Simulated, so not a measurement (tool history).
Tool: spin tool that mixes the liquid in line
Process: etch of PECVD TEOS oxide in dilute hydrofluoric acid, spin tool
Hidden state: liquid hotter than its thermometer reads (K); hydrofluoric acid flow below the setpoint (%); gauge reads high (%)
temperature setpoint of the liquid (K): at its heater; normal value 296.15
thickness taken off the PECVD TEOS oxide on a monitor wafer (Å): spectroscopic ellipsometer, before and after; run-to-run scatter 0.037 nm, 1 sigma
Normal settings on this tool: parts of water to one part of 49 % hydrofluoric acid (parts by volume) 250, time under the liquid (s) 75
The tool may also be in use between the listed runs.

run,day,temperature setpoint of the liquid (K),parts of water to one part of 49 % hydrofluoric acid (parts by volume),time under the liquid (s),wafers since the last listed run,hours since the thermometer was replaced,hours since the hydrofluoric acid flow meter was replaced,hours since the gauge calibration,"read-back film thickness of the PECVD TEOS oxide reference wafer, read on the same gauge (nm)",thickness taken off the PECVD TEOS oxide on a monitor wafer (Å)
1,0.000,296.15,250,75,0,1234.0,1014.6,132.0,39.98,55.2
2,2.292,296.15,250,75,638,1289.0,1069.6,187.0,40.00,55.5
3,4.433,296.15,250,75,596,1340.4,1121.0,238.4,40.01,55.5
4,6.571,296.15,325,75,595,1391.7,1172.3,289.7,40.02,39.4
5,8.804,296.15,325,75,622,1445.3,1225.9,343.3,40.00,39.8
6,11.183,296.15,325,75,662,1502.4,1283.0,400.4,40.00,40.1
7,13.554,298.65,250,75,660,1559.3,1339.9,457.3,39.99,61.1
# day 14.154: thermometer replaced
8,16.238,296.15,210,75,735,50.0,1404.3,521.7,40.01,67.1
# day 16.288: hydrofluoric acid flow meter replaced
9,17.525,296.15,190,105,347,80.9,29.7,552.6,40.01,104.5
10,19.521,300.15,130,35,555,128.8,77.6,600.5,40.00,64.6
# day 22.638: gauge calibrated
11,28.417,296.15,210,75,2478,342.3,291.1,138.7,40.00,67.1
12,29.654,292.15,175,90,344,372.0,320.8,168.4,40.01,87.2
13,31.550,300.65,150,100,528,417.5,366.3,213.9,40.00,159.4
14,32.838,294.65,360,40,358,448.4,397.2,244.8,40.01,17.2

Forecast each of these 4 alternatives for the next run:
A,32.854,296.15,250,75,4,448.8,397.6,245.2,?,?
B,32.854,292.15,345,95,4,448.8,397.6,245.2,?,?
C,32.854,298.65,250,55,4,448.8,397.6,245.2,?,?
D,32.854,298.15,300,75,4,448.8,397.6,245.2,?,?

run,"read-back film thickness of the PECVD TEOS oxide reference wafer, read on the same gauge (nm)",thickness taken off the PECVD TEOS oxide on a monitor wafer (Å)
A,40.03,54.6
B,40.03,39.8
C,40.03,43.8
D,40.03,46.4
Without the tool's unlogged condition, the same runs would have read:
run,thickness taken off the PECVD TEOS oxide on a monitor wafer (Å)
A,52.7
B,38.4
C,42.2
D,44.8
